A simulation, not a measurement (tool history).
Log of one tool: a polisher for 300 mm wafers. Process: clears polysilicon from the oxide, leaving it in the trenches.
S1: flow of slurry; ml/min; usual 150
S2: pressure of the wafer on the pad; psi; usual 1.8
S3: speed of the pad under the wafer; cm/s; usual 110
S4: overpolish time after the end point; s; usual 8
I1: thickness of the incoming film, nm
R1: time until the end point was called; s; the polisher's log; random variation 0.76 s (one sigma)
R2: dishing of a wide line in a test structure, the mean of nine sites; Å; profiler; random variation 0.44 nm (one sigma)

Run 1, hour 0: usual settings but S4 11 s; I1 539.5. Result: R1 69.9 s, R2 347 Å.
At hour 1.9: worn pad replaced by a new one.
Run 2, hour 6.3: usual settings but S4 11 s; I1 547.1. Result: R1 70.3 s, R2 350 Å.
Run 3, hour 22.6: usual settings but S4 11 s; I1 541.1. Result: R1 68.5 s, R2 354 Å.
Run 4, hour 39.9: usual settings; I1 528.3. Result: R1 69.4 s, R2 321 Å.
Run 5, hour 50: usual settings; I1 542.4. Result: R1 69.1 s, R2 321 Å.
Run 6, hour 56.6: usual settings; I1 537. Result: R1 69.5 s, R2 315 Å.
At hour 62.9: slurry nozzle cleaned.
Run 7, hour 88.8: usual settings but S1 135 ml/min, S2 1.4 psi; I1 540.2. Result: R1 83.1 s, R2 287 Å.
At hour 90.8: head pressure recalibrated.
Run 8, hour 108.8: usual settings but S1 135 ml/min, S2 1.4 psi; I1 545.3. Result: R1 85.8 s, R2 288 Å.
Run 9, hour 118.3: usual settings but S4 11 s; I1 539.9. Result: R1 64.5 s, R2 359 Å.
At hour 126.9: worn pad replaced by a new one.
Run 10, hour 127.4: usual settings but S1 115 ml/min, S2 2.3 psi, S3 142 cm/s, S4 11 s; I1 539.2. Result: R1 46.7 s, R2 384 Å.
Run 11, hour 140.9: usual settings but S1 125 ml/min, S2 2.1 psi; I1 536. Result: R1 59.4 s, R2 343 Å.
Run 12, hour 155.9: usual settings but S1 175 ml/min, S2 1.2 psi, S4 6 s; I1 535.7. Result: R1 96.8 s, R2 228 Å.
Run 13, hour 172.6: usual settings but S1 190 ml/min; I1 545.8. Result: R1 64.7 s, R2 326 Å.
Run 14, hour 180.6: usual settings but S2 2.1 psi, S3 146 cm/s, S4 11 s; I1 531.6. Result: R1 46.8 s, R2 384 Å.
Run 15, hour 187.8: usual settings but S1 115 ml/min; I1 547.6. Result: R1 73.7 s, R2 312 Å.
Run 16, hour 194.8: usual settings; I1 547.7. Result: R1 69.1 s, R2 322 Å.
Run 17, hour 209.8: usual settings but S2 2.3 psi, S4 13 s; I1 544.4. Result: R1 54.8 s, R2 388 Å.

Forecast each of these 5 alternatives for the next run:
Run A, hour 210.2: usual settings but S1 175 ml/min; I1 532.8. Result: R1 ?, R2 ?.
Run B, hour 210.2: usual settings but S1 195 ml/min; I1 532.8. Result: R1 ?, R2 ?.
Run C, hour 210.2: usual settings but S1 105 ml/min, S2 2.1 psi, S4 6 s; I1 532.8. Result: R1 ?, R2 ?.
Run D, hour 210.2: usual settings but S3 74 cm/s, S4 11 s; I1 532.8. Result: R1 ?, R2 ?.
Run E, hour 210.2: usual settings but S1 120 ml/min, S4 3 s; I1 532.8. Result: R1 ?, R2 ?.

run    R1   R2
  A  64.4  320
  B  62.8  323
  C  64.7  280
  D    84  327
  E  71.9  167
Without the tool's hidden state the same runs would have given:
run    R1   R2
  A  58.7  332
  B  57.8  334
  C  55.8  301
  D  75.4  340
  E    63  184
